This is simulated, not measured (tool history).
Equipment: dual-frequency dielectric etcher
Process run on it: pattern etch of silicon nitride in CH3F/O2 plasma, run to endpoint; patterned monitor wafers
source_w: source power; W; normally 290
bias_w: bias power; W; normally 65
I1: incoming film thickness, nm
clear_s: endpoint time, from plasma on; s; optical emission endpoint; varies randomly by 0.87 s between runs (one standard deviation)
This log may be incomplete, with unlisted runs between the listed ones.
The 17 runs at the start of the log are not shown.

Run 18, hour 856.8: usual settings; I1 105.8. Result: clear_s 142.7 s.
At hour 906.6: wet clean of the chamber.
Run 19, hour 907.1: usual settings but source_w 350 W, bias_w 78 W; I1 105.5. Result: clear_s 126.8 s.
At hour 989: upper electrode replaced.
Run 20, hour 989.5: usual settings but source_w 310 W, bias_w 51 W; I1 104.1. Result: clear_s 149.4 s.
Run 21, hour 1032.6: usual settings but source_w 270 W, bias_w 73 W; I1 104.8. Result: clear_s 138.3 s.
At hour 1071.5: source power generator calibrated.
Run 22, hour 1078.4: usual settings but source_w 250 W, bias_w 78 W; I1 105.8. Result: clear_s 137.9 s.
Run 23, hour 1144.3: usual settings but source_w 320 W, bias_w 60 W; I1 104.1. Result: clear_s 139.1 s.
Run 24, hour 1200.8: usual settings but source_w 350 W, bias_w 69 W; I1 106. Result: clear_s 133.3 s.
At hour 1235.1: bias power generator calibrated.
Run 25, hour 1265.3: usual settings but source_w 330 W, bias_w 55 W; I1 105.4. Result: clear_s 146.2 s.
Run 26, hour 1318.2: usual settings; I1 104.7. Result: clear_s 141.2 s.
At hour 1370.7: wet clean of the chamber.
Run 27, hour 1371.2: usual settings but source_w 240 W, bias_w 76 W; I1 104.3. Result: clear_s 137.6 s.
Run 28, hour 1414.5: usual settings; I1 104.9. Result: clear_s 141.4 s.
Run 29, hour 1468.5: usual settings but source_w 350 W, bias_w 58 W; I1 104.3. Result: clear_s 138.2 s.
Run 30, hour 1535: usual settings but source_w 340 W; I1 105.1. Result: clear_s 135.6 s.
Run 31, hour 1576.1: usual settings but bias_w 70 W; I1 103.9. Result: clear_s 135.3 s.
Run 32, hour 1607.2: usual settings but bias_w 75 W; I1 106.7. Result: clear_s 135.7 s.
Run 33, hour 1667.3: usual settings but source_w 260 W, bias_w 71 W; I1 105.5. Result: clear_s 141.2 s.
Run 34, hour 1695.8: usual settings but bias_w 79 W; I1 105.8. Result: clear_s 131.8 s.
Run 35, hour 1725.6: usual settings but bias_w 78 W; I1 104.6. Result: clear_s 130.3 s.

4 ways to go on from here, each from the tool as it stands after run 35. What would each give?
Run A, hour 1726.1: usual settings; I1 105.3. Result: clear_s ?.
Run B, hour 1726.1: usual settings but bias_w 53 W; I1 105.3. Result: clear_s ?.
Run C, hour 1726.1: usual settings but source_w 230 W, bias_w 70 W; I1 105.3. Result: clear_s ?.
Run D, hour 1726.1: usual settings but source_w 310 W; I1 105.3. Result: clear_s ?.

run  clear_s
  A    140.3
  B    150.4
  C    143.7
  D    138.1
Stripped of hidden state, with their random variation kept, the same runs would have yielded:
run  clear_s
  A    140.3
  B    150.4
  C    143.7
  D    138.1
